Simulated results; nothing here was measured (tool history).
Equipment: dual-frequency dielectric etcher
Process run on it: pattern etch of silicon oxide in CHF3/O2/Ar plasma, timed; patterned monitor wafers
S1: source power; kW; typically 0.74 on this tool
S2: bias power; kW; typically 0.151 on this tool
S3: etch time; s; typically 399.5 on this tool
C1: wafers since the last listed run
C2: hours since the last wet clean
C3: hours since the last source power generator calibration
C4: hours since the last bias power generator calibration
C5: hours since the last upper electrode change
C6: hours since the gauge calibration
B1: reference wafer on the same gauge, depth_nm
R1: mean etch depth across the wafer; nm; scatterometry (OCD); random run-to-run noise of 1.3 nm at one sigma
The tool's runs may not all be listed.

run 1 hour=0 | S1=0.74 S2=0.151 S3=399.5 | C1=0 C2=367.6 C3=2744.1 C4=3578.2 C5=2077.7 C6=87.6 | B1=992.4 | R1=854.6
run 2 hour=28.6 | S1=0.74 S2=0.151 S3=399.5 | C1=121 C2=396.2 C3=2772.7 C4=3606.8 C5=2106.3 C6=116.2 | B1=991.6 | R1=853.1
run 3 hour=47.4 | S1=0.74 S2=0.151 S3=399.5 | C1=79 C2=415 C3=2791.5 C4=3625.6 C5=2125.1 C6=135 | B1=991.7 | R1=858.6
run 4 hour=73.9 | S1=0.74 S2=0.127 S3=399.5 | C1=112 C2=441.5 C3=2818 C4=3652.1 C5=2151.6 C6=161.5 | B1=992.1 | R1=799.3
run 5 hour=93 | S1=0.74 S2=0.127 S3=399.5 | C1=81 C2=460.6 C3=2837.1 C4=3671.2 C5=2170.7 C6=180.6 | B1=991.5 | R1=799.5
run 6 hour=123 | S1=0.74 S2=0.127 S3=399.5 | C1=127 C2=490.6 C3=2867.1 C4=3701.2 C5=2200.7 C6=210.6 | B1=992.1 | R1=799.2
-- hour=164 wet clean of the chamber
run 7 hour=164.5 | S1=0.74 S2=0.179 S3=399.5 | C1=74 C2=0.5 C3=2908.6 C4=3742.7 C5=2242.2 C6=252.1 | B1=991.9 | R1=898.7
run 8 hour=164.9 | S1=0.74 S2=0.151 S3=399.5 | C1=1 C2=0.9 C3=2909 C4=3743.1 C5=2242.6 C6=252.5 | B1=992 | R1=839.6
run 9 hour=173.1 | S1=0.74 S2=0.151 S3=399.5 | C1=34 C2=9.1 C3=2917.2 C4=3751.3 C5=2250.8 C6=260.7 | B1=991.9 | R1=838.1
run 10 hour=200.4 | S1=0.81 S2=0.151 S3=510.5 | C1=115 C2=36.4 C3=2944.5 C4=3778.6 C5=2278.1 C6=288 | B1=991.9 | R1=1119.1
-- hour=218 gauge calibrated
run 11 hour=220.6 | S1=0.69 S2=0.151 S3=399.5 | C1=85 C2=56.6 C3=2964.7 C4=3798.8 C5=2298.3 C6=2.6 | B1=992.2 | R1=817.2
-- hour=259.5 source power generator calibrated
-- hour=268.9 upper electrode replaced
-- hour=272.1 bias power generator calibrated
run 12 hour=272.6 | S1=0.81 S2=0.166 S3=399.5 | C1=150 C2=108.6 C3=13.1 C4=0.5 C5=3.7 C6=54.6 | B1=991.7 | R1=914.1
run 13 hour=279.3 | S1=0.82 S2=0.116 S3=298.5 | C1=28 C2=115.3 C3=19.8 C4=7.2 C5=10.4 C6=61.3 | B1=991.6 | R1=591.9
run 14 hour=310.9 | S1=0.64 S2=0.184 S3=361 | C1=134 C2=146.9 C3=51.4 C4=38.8 C5=42 C6=92.9 | B1=991.4 | R1=777.1
run 15 hour=330 | S1=0.74 S2=0.151 S3=399.5 | C1=81 C2=166 C3=70.5 C4=57.9 C5=61.1 C6=112 | B1=991.5 | R1=847
run 16 hour=348.7 | S1=0.83 S2=0.167 S3=509 | C1=79 C2=184.7 C3=89.2 C4=76.6 C5=79.8 C6=130.7 | B1=992 | R1=1181.2

Here are 4 independent what-if runs from the current tool condition. What would each one return?
run A hour=349.2 | S1=0.74 S2=0.151 S3=399.5 | C1=2 C2=185.2 C3=89.7 C4=77.1 C5=80.3 C6=131.2 | B1=? | R1=?
run B hour=349.2 | S1=0.67 S2=0.117 S3=457 | C1=2 C2=185.2 C3=89.7 C4=77.1 C5=80.3 C6=131.2 | B1=? | R1=?
run C hour=349.2 | S1=0.59 S2=0.187 S3=509 | C1=2 C2=185.2 C3=89.7 C4=77.1 C5=80.3 C6=131.2 | B1=? | R1=?
run D hour=349.2 | S1=0.57 S2=0.117 S3=357.5 | C1=2 C2=185.2 C3=89.7 C4=77.1 C5=80.3 C6=131.2 | B1=? | R1=?

run=A B1=991.5 R1=845
run=B B1=991.5 R1=832.1
run=C B1=991.5 R1=1064.1
run=D B1=991.5 R1=604.2
Without the tool's hidden state the same runs would have given:
run=A R1=835.1
run=B R1=822.3
run=C R1=1051.6
run=D R1=597.1

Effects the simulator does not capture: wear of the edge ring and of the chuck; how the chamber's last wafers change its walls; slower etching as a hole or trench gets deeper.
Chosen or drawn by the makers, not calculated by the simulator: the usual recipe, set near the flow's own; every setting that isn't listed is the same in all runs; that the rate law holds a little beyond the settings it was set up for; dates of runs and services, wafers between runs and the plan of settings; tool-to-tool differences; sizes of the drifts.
